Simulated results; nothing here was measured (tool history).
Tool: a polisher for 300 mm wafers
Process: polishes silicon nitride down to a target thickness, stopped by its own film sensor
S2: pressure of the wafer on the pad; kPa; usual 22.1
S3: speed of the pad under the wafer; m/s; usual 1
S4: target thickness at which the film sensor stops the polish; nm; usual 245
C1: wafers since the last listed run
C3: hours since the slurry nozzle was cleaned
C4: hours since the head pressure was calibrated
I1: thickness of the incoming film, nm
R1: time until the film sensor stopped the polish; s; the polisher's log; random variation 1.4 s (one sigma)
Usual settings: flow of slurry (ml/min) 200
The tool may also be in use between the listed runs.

run 1 hour=0 | flow_of_slurry_(ml/min)=200 S2=22.1 S3=0.74 S4=245 | C1=0 wafers_polished_on_this_pad=1130 C3=688.5 C4=537.3 | I1=441.1 | R1=184.2
run 2 hour=27.9 | flow_of_slurry_(ml/min)=200 S2=22.1 S3=0.74 S4=245 | C1=263 wafers_polished_on_this_pad=1394 C3=716.4 C4=565.2 | I1=438.6 | R1=179.6
run 3 hour=41.3 | flow_of_slurry_(ml/min)=200 S2=22.1 S3=0.74 S4=245 | C1=126 wafers_polished_on_this_pad=1521 C3=729.8 C4=578.6 | I1=437.5 | R1=176.8
run 4 hour=73 | flow_of_slurry_(ml/min)=200 S2=22.1 S3=1 S4=245 | C1=299 wafers_polished_on_this_pad=1820 C3=761.5 C4=610.3 | I1=434.8 | R1=149.7
-- hour=102.6 worn pad replaced by a new one
run 5 hour=103.1 | flow_of_slurry_(ml/min)=200 S2=22.1 S3=1 S4=245 | C1=246 wafers_polished_on_this_pad=4 C3=791.6 C4=640.4 | I1=439.2 | R1=157.3
run 6 hour=119.9 | flow_of_slurry_(ml/min)=200 S2=22.1 S3=1 S4=245 | C1=158 wafers_polished_on_this_pad=163 C3=808.4 C4=657.2 | I1=441 | R1=157.5
run 7 hour=136 | flow_of_slurry_(ml/min)=200 S2=22.1 S3=1 S4=245 | C1=152 wafers_polished_on_this_pad=315 C3=824.5 C4=673.3 | I1=437.4 | R1=154.7
run 8 hour=160.7 | flow_of_slurry_(ml/min)=200 S2=22.1 S3=1 S4=245 | C1=233 wafers_polished_on_this_pad=549 C3=849.2 C4=698 | I1=436 | R1=156.5
-- hour=185.9 slurry nozzle cleaned
run 9 hour=186.6 | flow_of_slurry_(ml/min)=200 S2=22.1 S3=1 S4=294 | C1=235 wafers_polished_on_this_pad=784 C3=0.7 C4=723.9 | I1=442.6 | R1=110
run 10 hour=205.5 | flow_of_slurry_(ml/min)=200 S2=22.1 S3=1 S4=294 | C1=178 wafers_polished_on_this_pad=963 C3=19.6 C4=742.8 | I1=438.5 | R1=108
run 11 hour=222.9 | flow_of_slurry_(ml/min)=200 S2=22.1 S3=1 S4=294 | C1=164 wafers_polished_on_this_pad=1128 C3=37 C4=760.2 | I1=440.3 | R1=109.6
run 12 hour=243.2 | flow_of_slurry_(ml/min)=200 S2=22.1 S3=1 S4=245 | C1=192 wafers_polished_on_this_pad=1320 C3=57.3 C4=780.5 | I1=442.5 | R1=148.1
-- hour=260.7 head pressure recalibrated
run 13 hour=266.1 | flow_of_slurry_(ml/min)=200 S2=22.1 S3=1 S4=245 | C1=197 wafers_polished_on_this_pad=1517 C3=80.2 C4=5.4 | I1=441.4 | R1=148
run 14 hour=293.7 | flow_of_slurry_(ml/min)=230 S2=22.1 S3=1 S4=181 | C1=261 wafers_polished_on_this_pad=1778 C3=107.8 C4=33 | I1=443.5 | R1=192.2
-- hour=306.9 worn pad replaced by a new one
run 15 hour=307.3 | flow_of_slurry_(ml/min)=200 S2=22.1 S3=0.68 S4=245 | C1=90 wafers_polished_on_this_pad=3 C3=121.4 C4=46.6 | I1=432.1 | R1=173.6
run 16 hour=339.5 | flow_of_slurry_(ml/min)=200 S2=22.1 S3=1 S4=263 | C1=304 wafers_polished_on_this_pad=308 C3=153.6 C4=78.8 | I1=435.7 | R1=129.6
run 17 hour=371.6 | flow_of_slurry_(ml/min)=200 S2=22.1 S3=1 S4=245 | C1=303 wafers_polished_on_this_pad=612 C3=185.7 C4=110.9 | I1=439.4 | R1=147.8
run 18 hour=395.4 | flow_of_slurry_(ml/min)=200 S2=29.6 S3=1 S4=186 | C1=225 wafers_polished_on_this_pad=837 C3=209.5 C4=134.7 | I1=442.8 | R1=160.6
run 19 hour=419.7 | flow_of_slurry_(ml/min)=200 S2=14.5 S3=0.8 S4=282 | C1=229 wafers_polished_on_this_pad=1067 C3=233.8 C4=159 | I1=446.2 | R1=176.9
run 20 hour=445.7 | flow_of_slurry_(ml/min)=250 S2=24.8 S3=1.14 S4=308 | C1=245 wafers_polished_on_this_pad=1313 C3=259.8 C4=185 | I1=441.5 | R1=84.8
run 21 hour=464.1 | flow_of_slurry_(ml/min)=200 S2=22.1 S3=1 S4=245 | C1=174 wafers_polished_on_this_pad=1487 C3=278.2 C4=203.4 | I1=440.6 | R1=149.1
run 22 hour=496.8 | flow_of_slurry_(ml/min)=200 S2=22.1 S3=1 S4=245 | C1=309 wafers_polished_on_this_pad=1796 C3=310.9 C4=236.1 | I1=439.9 | R1=147.3
-- hour=519.5 worn pad replaced by a new one
run 23 hour=520 | flow_of_slurry_(ml/min)=245 S2=26.2 S3=0.88 S4=300 | C1=181 wafers_polished_on_this_pad=4 C3=334.1 C4=259.3 | I1=442.6 | R1=104.3
run 24 hour=550.6 | flow_of_slurry_(ml/min)=200 S2=22.1 S3=1.2 S4=209 | C1=289 wafers_polished_on_this_pad=294 C3=364.7 C4=289.9 | I1=435.6 | R1=154.2
run 25 hour=575.4 | flow_of_slurry_(ml/min)=200 S2=15.9 S3=1 S4=306 | C1=234 wafers_polished_on_this_pad=528 C3=389.5 C4=314.7 | I1=440.6 | R1=123.9
run 26 hour=588.5 | flow_of_slurry_(ml/min)=200 S2=22.1 S3=1 S4=245 | C1=123 wafers_polished_on_this_pad=652 C3=402.6 C4=327.8 | I1=444.9 | R1=153.4
run 27 hour=613.9 | flow_of_slurry_(ml/min)=230 S2=15.9 S3=1.24 S4=300 | C1=240 wafers_polished_on_this_pad=892 C3=428 C4=353.2 | I1=442.6 | R1=114.5
run 28 hour=630.8 | flow_of_slurry_(ml/min)=270 S2=17.2 S3=1 S4=245 | C1=159 wafers_polished_on_this_pad=1052 C3=444.9 C4=370.1 | I1=437.7 | R1=167.1
run 29 hour=657.6 | flow_of_slurry_(ml/min)=200 S2=29 S3=1 S4=245 | C1=253 wafers_polished_on_this_pad=1306 C3=471.7 C4=396.9 | I1=447.3 | R1=130.3
run 30 hour=673.9 | flow_of_slurry_(ml/min)=200 S2=22.1 S3=1 S4=245 | C1=154 wafers_polished_on_this_pad=1460 C3=488 C4=413.2 | I1=437.4 | R1=148.4
run 31 hour=694.8 | flow_of_slurry_(ml/min)=255 S2=22.1 S3=0.68 S4=267 | C1=197 wafers_polished_on_this_pad=1658 C3=508.9 C4=434.1 | I1=445.3 | R1=163.3
run 32 hour=708.9 | flow_of_slurry_(ml/min)=200 S2=22.1 S3=1.16 S4=245 | C1=133 wafers_polished_on_this_pad=1791 C3=523 C4=448.2 | I1=442.3 | R1=138.4
run 33 hour=722.2 | flow_of_slurry_(ml/min)=160 S2=22.1 S3=1.22 S4=245 | C1=125 wafers_polished_on_this_pad=1917 C3=536.3 C4=461.5 | I1=442 | R1=140.6
-- hour=736.7 worn pad replaced by a new one
run 34 hour=753.4 | flow_of_slurry_(ml/min)=200 S2=27.6 S3=1 S4=308 | C1=257 wafers_polished_on_this_pad=157 C3=567.5 C4=492.7 | I1=441.1 | R1=90.3
run 35 hour=770.3 | flow_of_slurry_(ml/min)=200 S2=28.3 S3=1 S4=245 | C1=159 wafers_polished_on_this_pad=317 C3=584.4 C4=509.6 | I1=442.6 | R1=131.6
run 36 hour=802.1 | flow_of_slurry_(ml/min)=230 S2=29 S3=1 S4=179 | C1=300 wafers_polished_on_this_pad=618 C3=616.2 C4=541.4 | I1=439.5 | R1=166.8
run 37 hour=818.1 | flow_of_slurry_(ml/min)=200 S2=22.1 S3=1.2 S4=245 | C1=151 wafers_polished_on_this_pad=769 C3=632.2 C4=557.4 | I1=442.8 | R1=139.7

Hidden state at the last listed run before each entry between runs and at the first one after, where it differs:
Between runs 4 and 5: worn pad replaced by a new one (hour 102.6)
  slurry flow missing at the pad, %: 37.7 -> 39
  measured less the result without the state, R1: +10.1 -> +11.1 s
Between runs 8 and 9: slurry nozzle cleaned (hour 185.9)
  slurry flow missing at the pad, %: 41.6 -> 1.78
  measured less the result without the state, R1: +12.2 -> +0.2 s
Between runs 12 and 13: head pressure recalibrated (hour 260.7)
  slurry flow missing at the pad, %: 4.33 -> 5.37
  measured less the result without the state, R1: +0.8 -> +1 s
Between runs 14 and 15: worn pad replaced by a new one (hour 306.9)
  slurry flow missing at the pad, %: 6.61 -> 7.23
  measured less the result without the state, R1: +1.5 -> +1.6 s
Between runs 22 and 23: worn pad replaced by a new one (hour 519.5)
  slurry flow missing at the pad, %: 15.8 -> 16.8
  measured less the result without the state, R1: +3.2 -> +2.1 s
Between runs 33 and 34: worn pad replaced by a new one (hour 736.7)
  slurry flow missing at the pad, %: 25.9 -> 27.3
  measured less the result without the state, R1: +6.8 -> +3.9 s

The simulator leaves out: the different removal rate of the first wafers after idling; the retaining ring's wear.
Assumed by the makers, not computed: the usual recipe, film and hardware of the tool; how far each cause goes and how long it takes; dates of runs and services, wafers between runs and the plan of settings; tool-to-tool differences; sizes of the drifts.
